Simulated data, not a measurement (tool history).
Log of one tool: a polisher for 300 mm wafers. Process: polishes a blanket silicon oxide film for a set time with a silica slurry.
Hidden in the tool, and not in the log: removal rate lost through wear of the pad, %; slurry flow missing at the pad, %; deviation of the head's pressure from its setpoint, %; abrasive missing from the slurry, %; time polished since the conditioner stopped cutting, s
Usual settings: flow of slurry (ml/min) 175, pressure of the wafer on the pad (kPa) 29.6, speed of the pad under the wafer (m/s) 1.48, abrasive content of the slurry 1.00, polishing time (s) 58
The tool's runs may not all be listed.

run	day	flow of slurry (ml/min)	pressure of the wafer on the pad (kPa)	speed of the pad under the wafer (m/s)	abrasive content of the slurry	polishing time (s)	wafers since the last listed run	wafers polished on this pad	hours since the slurry nozzle was cleaned	hours since the head pressure was calibrated	hours since the slurry blender was calibrated	hours since the conditioning disc was replaced	incoming thickness of the incoming film, nm	film removed (Å)
1	0.000	175	29.6	1.48	0.75	44	0	234	32.8	47.5	270.1	101.1	1528.5	1800
2	2.888	175	29.6	1.48	0.75	44	408	642	102.1	116.8	339.4	170.4	1566.5	1809
# day 4.154: conditioning disc replaced and pad reconditioned
# day 4.767: slurry blender recalibrated
3	4.788	175	29.6	1.48	0.75	44	244	887	147.7	162.4	0.5	15.2	1543.5	1802
# day 7.662: worn pad replaced by a new one
4	7.683	175	29.6	1.48	1.00	58	385	3	217.2	231.9	70.0	84.7	1544.5	2619
5	11.867	175	29.6	1.48	1.00	58	591	594	317.6	332.3	170.4	185.1	1554.5	2597
# day 12.762: slurry nozzle cleaned
# day 14.121: conditioning disc replaced and pad reconditioned
6	14.879	220	29.6	1.48	1.00	58	408	1002	50.8	404.6	242.7	18.2	1578.7	2664
# day 15.325: worn pad replaced by a new one
7	19.350	220	29.6	1.48	1.00	58	608	568	158.1	511.9	350.0	125.5	1575.2	2538
# day 21.238: slurry blender recalibrated
8	22.246	175	29.6	1.48	0.90	42	397	966	227.6	581.4	24.2	195.0	1589.1	1692
# day 24.004: worn pad replaced by a new one, of another model than before
# day 24.817: conditioning disc replaced and pad reconditioned
9	25.496	200	29.6	1.48	1.00	58	424	198	305.6	659.4	102.2	16.3	1555.8	2517
# day 25.775: slurry nozzle cleaned
10	27.438	175	40.0	1.68	0.75	38	268	467	39.9	706.0	148.8	62.9	1558.7	1905
# day 30.029: head pressure recalibrated
# day 31.433: worn pad replaced by a new one
11	31.667	225	29.6	1.88	1.00	58	562	32	141.4	39.3	250.3	164.4	1540.0	3186
12	33.746	175	29.6	1.48	1.00	58	293	326	191.3	89.2	300.2	214.3	1554.2	2660
# day 35.267: conditioning disc replaced and pad reconditioned
13	37.546	120	29.6	1.32	1.10	58	525	852	282.5	180.4	391.4	54.7	1582.2	2303
14	39.712	175	29.6	1.48	0.75	44	306	1158	334.5	232.4	443.4	106.7	1556.6	1817
# day 40.133: slurry nozzle cleaned
# day 40.217: worn pad replaced by a new one
# day 40.346: slurry blender recalibrated
15	41.946	175	29.6	1.98	1.00	58	286	232	43.5	286.0	38.4	160.3	1542.5	3098

Forecast each of these 3 alternatives for the next run:
A	41.962	135	29.6	1.48	1.00	58	2	235	43.9	286.4	38.8	160.7	1558.6	?
B	41.962	175	29.6	1.62	0.85	58	2	235	43.9	286.4	38.8	160.7	1558.6	?
C	41.962	150	29.6	1.48	1.00	58	2	235	43.9	286.4	38.8	160.7	1558.6	?

run	film removed (Å)
A	2464
B	2611
C	2550
Without the tool's hidden state the same runs would have given:
run	film removed (Å)
A	2495
B	2644
C	2583
